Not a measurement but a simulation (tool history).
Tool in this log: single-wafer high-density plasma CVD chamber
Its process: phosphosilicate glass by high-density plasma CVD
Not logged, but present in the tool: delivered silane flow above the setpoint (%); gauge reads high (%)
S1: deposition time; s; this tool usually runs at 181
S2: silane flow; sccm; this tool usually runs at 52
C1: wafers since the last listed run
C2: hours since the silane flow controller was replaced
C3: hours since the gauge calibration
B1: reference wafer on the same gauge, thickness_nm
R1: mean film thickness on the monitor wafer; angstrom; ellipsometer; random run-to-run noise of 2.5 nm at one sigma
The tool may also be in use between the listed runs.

run 1 hour=0.0 | S1=181 S2=52 | C1=0 C2=2186.9 C3=458.1 | B1=1018.328 | R1=9286.51
run 2 hour=74.7 | S1=181 S2=52 | C1=791 C2=2261.6 C3=532.8 | B1=1016.067 | R1=9323.69
run 3 hour=94.8 | S1=181 S2=52 | C1=212 C2=2281.7 C3=552.9 | B1=1016.124 | R1=9317.68
run 4 hour=126.0 | S1=164 S2=58 | C1=330 C2=2312.9 C3=584.1 | B1=1018.259 | R1=9440.61
run 5 hour=152.8 | S1=164 S2=58 | C1=283 C2=2339.7 C3=610.9 | B1=1018.755 | R1=9428.89
run 6 hour=181.4 | S1=164 S2=58 | C1=302 C2=2368.3 C3=639.5 | B1=1018.878 | R1=9426.96
run 7 hour=205.3 | S1=168 S2=45 | C1=253 C2=2392.2 C3=663.4 | B1=1016.673 | R1=7481.46
run 8 hour=237.2 | S1=194 S2=56 | C1=337 C2=2424.1 C3=695.3 | B1=1019.100 | R1=10772.86
run 9 hour=252.9 | S1=194 S2=56 | C1=166 C2=2439.8 C3=711.0 | B1=1018.897 | R1=10741.07
-- hour=283.4 gauge calibrated
run 10 hour=288.9 | S1=194 S2=56 | C1=381 C2=2475.8 C3=5.5 | B1=1017.689 | R1=10764.75
run 11 hour=312.8 | S1=208 S2=52 | C1=253 C2=2499.7 C3=29.4 | B1=1017.513 | R1=10650.50
run 12 hour=339.3 | S1=164 S2=52 | C1=280 C2=2526.2 C3=55.9 | B1=1018.061 | R1=8428.49
run 13 hour=375.0 | S1=171 S2=48 | C1=378 C2=2561.9 C3=91.6 | B1=1017.226 | R1=8121.21
run 14 hour=395.4 | S1=181 S2=52 | C1=216 C2=2582.3 C3=112.0 | B1=1018.177 | R1=9309.65
run 15 hour=431.9 | S1=181 S2=52 | C1=386 C2=2618.8 C3=148.5 | B1=1017.969 | R1=9324.36
-- hour=456.1 silane flow controller replaced
run 16 hour=456.6 | S1=181 S2=52 | C1=176 C2=0.5 C3=173.2 | B1=1017.764 | R1=9822.93
run 17 hour=475.6 | S1=215 S2=46 | C1=201 C2=19.5 C3=192.2 | B1=1017.481 | R1=10247.47
run 18 hour=511.2 | S1=207 S2=52 | C1=377 C2=55.1 C3=227.8 | B1=1016.903 | R1=11139.53
run 19 hour=524.7 | S1=153 S2=43 | C1=143 C2=68.6 C3=241.3 | B1=1018.321 | R1=6845.86
run 20 hour=560.0 | S1=170 S2=44 | C1=373 C2=103.9 C3=276.6 | B1=1017.771 | R1=7732.41
run 21 hour=591.7 | S1=204 S2=45 | C1=335 C2=135.6 C3=308.3 | B1=1018.179 | R1=9434.45
run 22 hour=609.2 | S1=208 S2=52 | C1=185 C2=153.1 C3=325.8 | B1=1019.520 | R1=11173.64
run 23 hour=625.6 | S1=181 S2=52 | C1=173 C2=169.5 C3=342.2 | B1=1017.880 | R1=9721.12

Consider 4 possible next runs. They are alternatives, not a sequence: every one starts from the tool as it was left by run 23. What does each give?
run A hour=626.1 | S1=153 S2=52 | C1=5 C2=170.0 C3=342.7 | B1=? | R1=?
run B hour=626.1 | S1=214 S2=61 | C1=5 C2=170.0 C3=342.7 | B1=? | R1=?
run C hour=626.1 | S1=196 S2=52 | C1=5 C2=170.0 C3=342.7 | B1=? | R1=?
run D hour=626.1 | S1=164 S2=47 | C1=5 C2=170.0 C3=342.7 | B1=? | R1=?

run=A B1=1016.727 R1=8199.04
run=B B1=1016.727 R1=13452.78
run=C B1=1016.727 R1=10503.35
run=D B1=1016.727 R1=7943.46
Had the tool no hidden state, the same runs would have come out as:
run=A R1=8292.59
run=B R1=13606.27
run=C R1=10623.19
run=D R1=8034.10
